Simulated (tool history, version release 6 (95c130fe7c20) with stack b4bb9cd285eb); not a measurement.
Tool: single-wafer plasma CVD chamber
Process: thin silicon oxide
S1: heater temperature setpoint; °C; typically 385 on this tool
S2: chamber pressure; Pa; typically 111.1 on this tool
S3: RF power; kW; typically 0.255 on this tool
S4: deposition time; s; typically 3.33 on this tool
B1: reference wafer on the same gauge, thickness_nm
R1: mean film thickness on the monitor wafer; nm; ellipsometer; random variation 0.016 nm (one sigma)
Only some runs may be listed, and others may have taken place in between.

{"run": 1, "day": 0.0, "S1": 385, "S2": 111.1, "S3": 0.285, "S4": 3.33, "B1": 4.672, "R1": 5.44}
{"run": 2, "day": 0.738, "S1": 385, "S2": 111.1, "S3": 0.255, "S4": 3.33, "B1": 4.668, "R1": 5.118}
{"run": 3, "day": 1.338, "S1": 385, "S2": 111.1, "S3": 0.255, "S4": 3.33, "B1": 4.672, "R1": 5.152}
{"run": 4, "day": 1.658, "S1": 385, "S2": 111.1, "S3": 0.255, "S4": 3.33, "B1": 4.668, "R1": 5.14}
{"run": 5, "day": 2.038, "S1": 385, "S2": 111.1, "S3": 0.255, "S4": 3.33, "B1": 4.669, "R1": 5.151}
{"run": 6, "day": 3.338, "S1": 385, "S2": 111.1, "S3": 0.255, "S4": 3.33, "B1": 4.673, "R1": 5.174}
{"run": 7, "day": 3.812, "S1": 385, "S2": 111.1, "S3": 0.255, "S4": 3.33, "B1": 4.669, "R1": 5.146}
{"run": 8, "day": 4.112, "S1": 385, "S2": 111.1, "S3": 0.255, "S4": 3.33, "B1": 4.669, "R1": 5.156}
{"run": 9, "day": 4.496, "S1": 385, "S2": 111.1, "S3": 0.255, "S4": 3.33, "B1": 4.674, "R1": 5.13}
{"day": 6.2, "done": "thermocouple changed; heater temperature recalibrated"}
{"run": 10, "day": 6.279, "S1": 385, "S2": 111.1, "S3": 0.255, "S4": 3.33, "B1": 4.671, "R1": 5.163}
{"run": 11, "day": 7.9, "S1": 385, "S2": 111.1, "S3": 0.255, "S4": 3.33, "B1": 4.671, "R1": 5.147}
{"run": 12, "day": 8.646, "S1": 385, "S2": 111.1, "S3": 0.255, "S4": 3.33, "B1": 4.671, "R1": 5.133}
{"run": 13, "day": 8.921, "S1": 385, "S2": 111.1, "S3": 0.255, "S4": 3.33, "B1": 4.67, "R1": 5.147}
{"run": 14, "day": 9.225, "S1": 385, "S2": 121.5, "S3": 0.255, "S4": 3.33, "B1": 4.671, "R1": 5.37}
{"run": 15, "day": 9.942, "S1": 385, "S2": 111.1, "S3": 0.255, "S4": 3.33, "B1": 4.671, "R1": 5.144}
{"run": 16, "day": 10.383, "S1": 385, "S2": 111.1, "S3": 0.255, "S4": 3.33, "B1": 4.677, "R1": 5.12}
{"run": 17, "day": 11.05, "S1": 375, "S2": 111.1, "S3": 0.255, "S4": 3.33, "B1": 4.673, "R1": 5.191}
{"day": 11.571, "done": "capacitance manometer re-zeroed and calibrated"}
{"day": 12.283, "done": "RF generator calibrated"}
{"day": 12.971, "done": "showerhead replaced"}
{"run": 18, "day": 12.992, "S1": 385, "S2": 111.1, "S3": 0.255, "S4": 3.33, "B1": 4.667, "R1": 5.348}
{"run": 19, "day": 13.133, "S1": 392, "S2": 111.1, "S3": 0.255, "S4": 3.07, "B1": 4.667, "R1": 4.909}
{"day": 13.346, "done": "gauge calibrated"}
{"run": 20, "day": 13.438, "S1": 385, "S2": 85.2, "S3": 0.255, "S4": 3.33, "B1": 4.669, "R1": 4.66}
{"run": 21, "day": 14.333, "S1": 380, "S2": 111.1, "S3": 0.255, "S4": 3.33, "B1": 4.671, "R1": 5.322}
{"run": 22, "day": 14.85, "S1": 385, "S2": 111.1, "S3": 0.255, "S4": 3.85, "B1": 4.669, "R1": 6.199}
{"run": 23, "day": 15.192, "S1": 385, "S2": 111.1, "S3": 0.255, "S4": 3.33, "B1": 4.675, "R1": 5.342}
{"run": 24, "day": 15.483, "S1": 385, "S2": 111.1, "S3": 0.255, "S4": 3.33, "B1": 4.669, "R1": 5.312}
{"run": 25, "day": 15.817, "S1": 385, "S2": 128.7, "S3": 0.255, "S4": 3.06, "B1": 4.666, "R1": 5.274}
{"run": 26, "day": 16.104, "S1": 385, "S2": 111.1, "S3": 0.22, "S4": 3.33, "B1": 4.67, "R1": 4.941}

Run 27 has not been measured yet. What should we expect?
{"run": 27, "day": 16.367, "S1": 385, "S2": 103.7, "S3": 0.255, "S4": 3.72, "B1": "?", "R1": "?"}

Logged for run 27: B1 4.670, R1 5.710 nm.
Without the tool's hidden state the same run would have given R1 5.778 nm.
